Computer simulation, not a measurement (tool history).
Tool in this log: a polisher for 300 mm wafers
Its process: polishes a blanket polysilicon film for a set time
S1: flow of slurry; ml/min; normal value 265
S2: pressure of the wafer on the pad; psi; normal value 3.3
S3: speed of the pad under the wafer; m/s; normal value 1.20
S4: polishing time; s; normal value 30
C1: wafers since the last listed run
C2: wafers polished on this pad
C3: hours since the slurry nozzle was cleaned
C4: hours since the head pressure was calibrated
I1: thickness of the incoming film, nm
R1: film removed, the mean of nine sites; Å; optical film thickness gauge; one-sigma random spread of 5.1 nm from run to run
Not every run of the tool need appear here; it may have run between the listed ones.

run	hour	S1	S2	S3	S4	C1	C2	C3	C4	I1	R1
1	0.0	265	3.3	1.40	23	0	1502	721.1	334.5	991.6	3221
2	25.7	265	3.3	1.40	23	261	1763	746.8	360.2	992.0	3230
# hour 54.3: slurry nozzle cleaned
3	79.4	265	3.3	1.42	33	536	2300	25.1	413.9	1007.1	4688
# hour 115.2: worn pad replaced by a new one
4	149.2	265	3.3	1.42	33	669	346	94.9	483.7	986.2	4618
# hour 151.2: head pressure recalibrated
5	190.2	265	3.3	1.42	33	396	742	135.9	39.0	992.5	4681
6	240.9	265	3.3	1.20	30	515	1258	186.6	89.7	997.8	3626
7	271.6	265	3.3	1.20	30	312	1571	217.3	120.4	987.2	3585
# hour 326.6: worn pad replaced by a new one
8	480.4	265	3.3	1.20	30	2084	1565	426.1	329.2	999.5	3587
9	524.3	265	3.8	1.20	30	446	2012	470.0	373.1	993.2	4210
# hour 541.0: worn pad replaced by a new one
10	568.3	265	3.8	1.20	30	407	277	514.0	417.1	992.5	4273
11	638.3	265	3.3	1.20	30	712	990	584.0	487.1	982.6	3664
12	680.2	295	4.4	1.50	25	426	1416	625.9	529.0	972.5	5041
13	721.3	265	2.2	0.96	30	418	1834	667.0	570.1	997.6	1920
14	753.4	265	3.3	1.20	30	326	2161	699.1	602.2	981.2	3583
# hour 757.1: slurry nozzle cleaned
# hour 764.5: head pressure recalibrated
# hour 764.8: worn pad replaced by a new one
15	799.4	175	3.3	1.20	30	434	352	42.3	34.9	1006.7	3480
16	853.1	265	3.8	1.20	26	546	898	96.0	88.6	997.9	3672
17	913.4	265	3.3	1.06	30	613	1512	156.3	148.9	983.5	3200
# hour 987.8: worn pad replaced by a new one
18	1026.8	180	2.6	1.20	30	1113	396	269.7	262.3	980.8	2742
19	1078.8	295	4.4	1.50	25	529	925	321.7	314.3	993.0	5133
20	1116.3	265	3.3	1.20	30	381	1307	359.2	351.8	983.2	3647
21	1168.9	265	3.3	1.20	30	535	1842	411.8	404.4	979.9	3574
# hour 1225.3: worn pad replaced by a new one
22	1231.2	325	3.3	1.20	22	593	60	474.1	466.7	980.7	2731

State the hidden condition of the tool at each of the runs:
removal rate lost through wear of the pad, %: 0 on each run
slurry flow missing at the pad, %: 0 on each run
deviation of the head's pressure from its setpoint, %: 0 on each run

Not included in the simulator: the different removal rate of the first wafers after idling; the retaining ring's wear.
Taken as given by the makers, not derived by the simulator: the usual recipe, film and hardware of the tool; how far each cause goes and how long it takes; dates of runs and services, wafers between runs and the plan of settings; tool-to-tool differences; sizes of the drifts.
